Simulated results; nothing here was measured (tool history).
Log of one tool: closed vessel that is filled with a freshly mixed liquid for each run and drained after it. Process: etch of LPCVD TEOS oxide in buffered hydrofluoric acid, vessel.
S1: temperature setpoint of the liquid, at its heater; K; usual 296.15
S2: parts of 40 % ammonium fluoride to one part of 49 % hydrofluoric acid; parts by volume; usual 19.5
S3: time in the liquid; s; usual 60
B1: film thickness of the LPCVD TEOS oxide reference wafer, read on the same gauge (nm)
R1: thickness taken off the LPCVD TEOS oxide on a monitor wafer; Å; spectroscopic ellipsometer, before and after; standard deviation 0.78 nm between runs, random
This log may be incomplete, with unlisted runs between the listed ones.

Run 1, hour 0: usual settings; B1 130.02. Result: R1 945.7 Å.
Run 2, hour 77.4: usual settings; B1 130. Result: R1 978.2 Å.
Run 3, hour 179.6: usual settings; B1 129.99. Result: R1 966.9 Å.
Run 4, hour 253.2: usual settings; B1 130.01. Result: R1 971.9 Å.
Run 5, hour 327.1: usual settings; B1 130.03. Result: R1 974.6 Å.
Run 6, hour 386: usual settings but S2 16.5 parts by volume; B1 130. Result: R1 1157.9 Å.
At hour 447.1: hydrofluoric acid flow meter replaced.
Run 7, hour 493.9: usual settings but S2 16.5 parts by volume; B1 130.02. Result: R1 1159.6 Å.
Run 8, hour 557.3: usual settings but S2 16.5 parts by volume; B1 130.02. Result: R1 1141.2 Å.
Run 9, hour 649.7: usual settings; B1 130.01. Result: R1 990.1 Å.
Run 10, hour 696.2: usual settings; B1 130.01. Result: R1 1007.9 Å.
At hour 891.8: gauge calibrated.
Run 11, hour 952.6: usual settings; B1 130.01. Result: R1 996 Å.
At hour 1027.9: thermometer replaced.
Run 12, hour 1040: usual settings but S3 85 s; B1 130. Result: R1 1522.3 Å.
Run 13, hour 1113.9: usual settings but S3 85 s; B1 129.97. Result: R1 1503.2 Å.
Run 14, hour 1176.4: usual settings but S2 27 parts by volume; B1 129.99. Result: R1 862.4 Å.
Run 15, hour 1252.7: usual settings but S1 297.65 K, S2 24 parts by volume, S3 50 s; B1 130. Result: R1 843.3 Å.
At hour 1325.2: thermometer replaced, repeated, since the last time left the tool worse.
Run 16, hour 1331.3: usual settings but S1 292.65 K, S2 15.5 parts by volume, S3 90 s; B1 130.02. Result: R1 1400.5 Å.
Run 17, hour 1400.1: usual settings; B1 130. Result: R1 912.6 Å.
Run 18, hour 1493.4: usual settings but S3 35 s; B1 129.99. Result: R1 536.4 Å.
Run 19, hour 1579.6: usual settings but S2 26 parts by volume; B1 130. Result: R1 739.2 Å.
Run 20, hour 1645.6: usual settings; B1 130. Result: R1 941.2 Å.
Run 21, hour 1694.9: usual settings but S3 75 s; B1 130. Result: R1 1159.1 Å.
Run 22, hour 1741.2: usual settings but S1 292.15 K, S2 12 parts by volume, S3 80 s; B1 130. Result: R1 1618.7 Å.
At hour 1743.1: hydrofluoric acid flow meter replaced.
Run 23, hour 1834.2: usual settings but S1 301.15 K, S2 15 parts by volume, S3 35 s; B1 129.99. Result: R1 930.9 Å.
Run 24, hour 1936.8: usual settings but S1 297.65 K, S2 24 parts by volume, S3 50 s; B1 130. Result: R1 717.6 Å.
Run 25, hour 2029.4: usual settings but S1 298.15 K, S2 23.5 parts by volume, S3 70 s; B1 129.99. Result: R1 1066.8 Å.
Run 26, hour 2135.9: usual settings but S3 80 s; B1 130. Result: R1 1256.4 Å.
Run 27, hour 2194.8: usual settings but S2 12 parts by volume; B1 130.01. Result: R1 1531.7 Å.

The logged runs with the hidden state left out (each run's random variation unchanged):
Unlogged tool condition in this case: liquid hotter than its thermometer reads (K); hydrofluoric acid flow above the setpoint (%); gauge reads high (%).
run      R1
  1   892.7
  2   920.4
  3   905.3
  4     907
  5   906.5
  6  1074.2
  7    1070
  8  1050.1
  9     907
 10   921.3
 11   900.1
 12  1291.7
 13  1271.4
 14   726.5
 15   709.4
 16  1387.1
 17   901.1
 18   527.3
 19   723.9
 20   919.2
 21  1128.9
 22  1572.9
 23   902.1
 24   691.5
 25  1023.6
 26  1199.1
 27  1458.1
